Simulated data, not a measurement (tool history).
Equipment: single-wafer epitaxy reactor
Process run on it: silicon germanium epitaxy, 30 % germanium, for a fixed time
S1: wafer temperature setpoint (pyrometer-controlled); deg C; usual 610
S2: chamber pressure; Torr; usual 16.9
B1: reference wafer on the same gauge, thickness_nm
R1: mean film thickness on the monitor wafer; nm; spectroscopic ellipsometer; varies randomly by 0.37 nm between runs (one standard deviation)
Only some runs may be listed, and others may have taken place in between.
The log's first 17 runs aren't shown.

| run | day | S1 | S2 | B1 | R1 |
|---|---|---|---|---|---|
|  | 43.738 | showerhead replaced |
| 18 | 44.154 | 610 | 16.9 | 63.363 | 64.199 |
| 19 | 46.875 | 615 | 16.9 | 63.414 | 70.079 |
| 20 | 49.475 | 614 | 16.9 | 63.31 | 68.492 |
| 21 | 51.721 | 600 | 14 | 63.476 | 47.574 |
| 22 | 53.879 | 603 | 20.4 | 63.374 | 58.167 |
|  | 55.025 | pyrometer calibrated |
| 23 | 55.046 | 616 | 16.9 | 63.452 | 73.448 |
| 24 | 56.712 | 619 | 13.5 | 63.392 | 72.785 |
| 25 | 58.362 | 617 | 19.1 | 63.421 | 78.651 |
| 26 | 60.508 | 624 | 15 | 63.397 | 82.222 |
| 27 | 63.4 | 598 | 16.9 | 63.329 | 50.175 |
| 28 | 64.625 | 610 | 16.9 | 63.389 | 64.871 |
| 29 | 67.112 | 610 | 14.5 | 63.435 | 61.225 |
| 30 | 68.158 | 610 | 16.9 | 63.415 | 64.689 |
| 31 | 70.292 | 615 | 16.9 | 63.311 | 71.812 |
| 32 | 72.562 | 616 | 18.3 | 63.379 | 74.305 |
| 33 | 74.171 | 616 | 18.1 | 63.313 | 74.23 |
| 34 | 75.604 | 624 | 15.8 | 63.462 | 82.679 |

Branching from run 34: 5 alternative next runs. What would each branch give?
| A | 75.621 | 610 | 12.8 | ? | ? |
| B | 75.621 | 599 | 16.9 | ? | ? |
| C | 75.621 | 619 | 19.9 | ? | ? |
| D | 75.621 | 619 | 18.6 | ? | ? |
| E | 75.621 | 621 | 14.7 | ? | ? |

| run | B1 | R1 |
|---|---|---|
| A | 63.429 | 58.464 |
| B | 63.429 | 51.24 |
| C | 63.429 | 81.704 |
| D | 63.429 | 79.764 |
| E | 63.429 | 76.448 |
Had the tool no hidden state, the same runs would have come out as:
| run | R1 |
|---|---|
| A | 60.243 |
| B | 52.816 |
| C | 84.169 |
| D | 82.17 |
| E | 78.75 |

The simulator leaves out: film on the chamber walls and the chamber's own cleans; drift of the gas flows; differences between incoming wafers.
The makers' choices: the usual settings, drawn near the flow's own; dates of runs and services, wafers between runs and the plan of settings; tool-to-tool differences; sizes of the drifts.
